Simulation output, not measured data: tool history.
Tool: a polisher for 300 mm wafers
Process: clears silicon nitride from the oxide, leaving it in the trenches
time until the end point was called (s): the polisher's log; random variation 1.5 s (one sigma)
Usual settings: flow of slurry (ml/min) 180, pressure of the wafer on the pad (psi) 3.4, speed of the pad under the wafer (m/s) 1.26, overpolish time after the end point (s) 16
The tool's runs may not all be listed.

run    hour  flow of slurry (ml/min)  pressure of the wafer on the pad (psi)  speed of the pad under the wafer (m/s)  overpolish time after the end point (s)  wafers since the last listed run  wafers polished on this pad  hours since the slurry nozzle was cleaned  hours since the head pressure was calibrated  incoming thickness of the incoming film, nm  time until the end point was called (s)
  1     0.0                      180                                     4.0                                    1.26                                       16                                 0                         3120                                       83.8                                         393.0                                        147.9                                     91.3
       15.6  -- worn pad replaced by a new one
  2   106.0                      180                                     4.0                                    1.26                                       16                               873                          774                                      189.8                                         499.0                                        149.2                                     92.9
  3   201.3                      220                                     3.4                                    1.26                                       16                               816                         1591                                      285.1                                         594.3                                        152.2                                    106.6
      213.5  -- head pressure recalibrated
  4   305.0                      230                                     3.4                                    1.26                                       16                               871                         2462                                      388.8                                          91.5                                        153.3                                    111.0
      349.6  -- slurry nozzle cleaned
  5   359.6                      230                                     3.4                                    1.26                                       16                               459                         2921                                       10.0                                         146.1                                        151.0                                     99.2
  6   438.1                      230                                     3.4                                    1.26                                       16                               672                         3594                                       88.5                                         224.6                                        149.6                                    100.2
      470.8  -- worn pad replaced by a new one
  7   502.7                      180                                     3.4                                    1.40                                       11                               519                          273                                      153.1                                         289.2                                        152.0                                    104.5
  8   693.4                      180                                     3.4                                    1.40                                       11                              1633                         1907                                      343.8                                         479.9                                        152.3                                    105.6
      719.5  -- head pressure recalibrated
      729.1  -- slurry nozzle cleaned
  9   737.5                      180                                     3.4                                    1.26                                       16                               352                         2259                                        8.4                                          18.0                                        148.2                                    104.3
 10   843.5                      180                                     3.4                                    1.26                                       16                               908                         3167                                      114.4                                         124.0                                        150.8                                    105.3
      849.8  -- worn pad replaced by a new one
 11   896.0                      180                                     3.4                                    1.26                                       16                               415                          395                                      166.9                                         176.5                                        152.9                                    112.4
 12   968.8                      180                                     3.4                                    1.26                                       16                               623                         1019                                      239.7                                         249.3                                        150.6                                    111.9
 13  1056.1                      180                                     3.4                                    1.26                                       16                               747                         1767                                      327.0                                         336.6                                        149.3                                    113.2
 14  1115.1                      180                                     3.4                                    1.26                                       16                               505                         2273                                      386.0                                         395.6                                        150.7                                    116.8
     1184.4  -- slurry nozzle cleaned
     1193.7  -- worn pad replaced by a new one
 15  1206.3                      210                                     2.9                                    1.26                                       22                               738                          108                                       21.9                                         486.8                                        147.7                                    114.3
 16  1250.3                      180                                     3.4                                    1.26                                       16                               376                          485                                       65.9                                         530.8                                        151.8                                    107.1
 17  1331.9                      145                                     2.7                                    1.26                                       16                               699                         1184                                      147.5                                         612.4                                        149.4                                    143.9
     1369.4  -- head pressure recalibrated
 18  1383.2                      180                                     2.4                                    1.26                                       16                               422                         1606                                      198.8                                          13.8                                        151.1                                    155.3
 19  1431.2                      180                                     3.4                                    1.02                                       16                               411                         2018                                      246.8                                          61.8                                        147.5                                    124.3
 20  1499.9                      215                                     3.4                                    1.26                                       16                               588                         2606                                      315.5                                         130.5                                        148.6                                    105.2
     1538.3  -- worn pad replaced by a new one
 21  1539.7                      215                                     3.4                                    1.26                                       16                               306                           12                                      355.3                                         170.3                                        150.1                                    112.2
 22  1576.1                      135                                     3.0                                    1.54                                       19                               311                          324                                      391.7                                         206.7                                        152.7                                    126.9
     1583.7  -- slurry nozzle cleaned
 23  1677.2                      180                                     3.9                                    1.26                                       21                               857                         1181                                       93.5                                         307.8                                        150.8                                     94.7
 24  1733.2                      180                                     3.4                                    1.26                                       16                               479                         1661                                      149.5                                         363.8                                        149.0                                    109.6
 25  1795.7                      180                                     3.4                                    1.14                                       10                               535                         2197                                      212.0                                         426.3                                        147.4                                    117.0
 26  1845.3                      180                                     3.4                                    1.26                                       16                               424                         2622                                      261.6                                         475.9                                        147.2                                    112.9
     1940.4  -- worn pad replaced by a new one
 27  1941.9                      155                                     2.6                                    1.26                                        8                               793                           12                                      358.2                                         572.5                                        149.6                                    151.0
     1983.3  -- head pressure recalibrated
     1995.3  -- slurry nozzle cleaned
 28  2002.9                      225                                     4.3                                    1.10                                       10                               496                          509                                        7.6                                          19.6                                        147.9                                     85.8

5 ways to go on from here, each from the tool as it stands after run 28. What would each give?
  A  2003.4                      180                                     4.5                                    1.26                                       16                                 4                          513                                        8.1                                          20.1                                        149.3                                        ?
  B  2003.4                      180                                     3.4                                    1.02                                        9                                 4                          513                                        8.1                                          20.1                                        149.3                                        ?
  C  2003.4                      180                                     2.9                                    1.26                                       16                                 4                          513                                        8.1                                          20.1                                        149.3                                        ?
  D  2003.4                      180                                     3.4                                    1.44                                       16                                 4                          513                                        8.1                                          20.1                                        149.3                                        ?
  E  2003.4                      125                                     4.0                                    1.52                                        7                                 4                          513                                        8.1                                          20.1                                        149.3                                        ?

run  time until the end point was called (s)
  A                                     79.3
  B                                    117.7
  C                                    118.2
  D                                     93.5
  E                                     83.8
Without the tool's hidden state the same runs would have given:
run  time until the end point was called (s)
  A                                     78.7
  B                                    116.7
  C                                    117.2
  D                                     92.7
  E                                     82.8
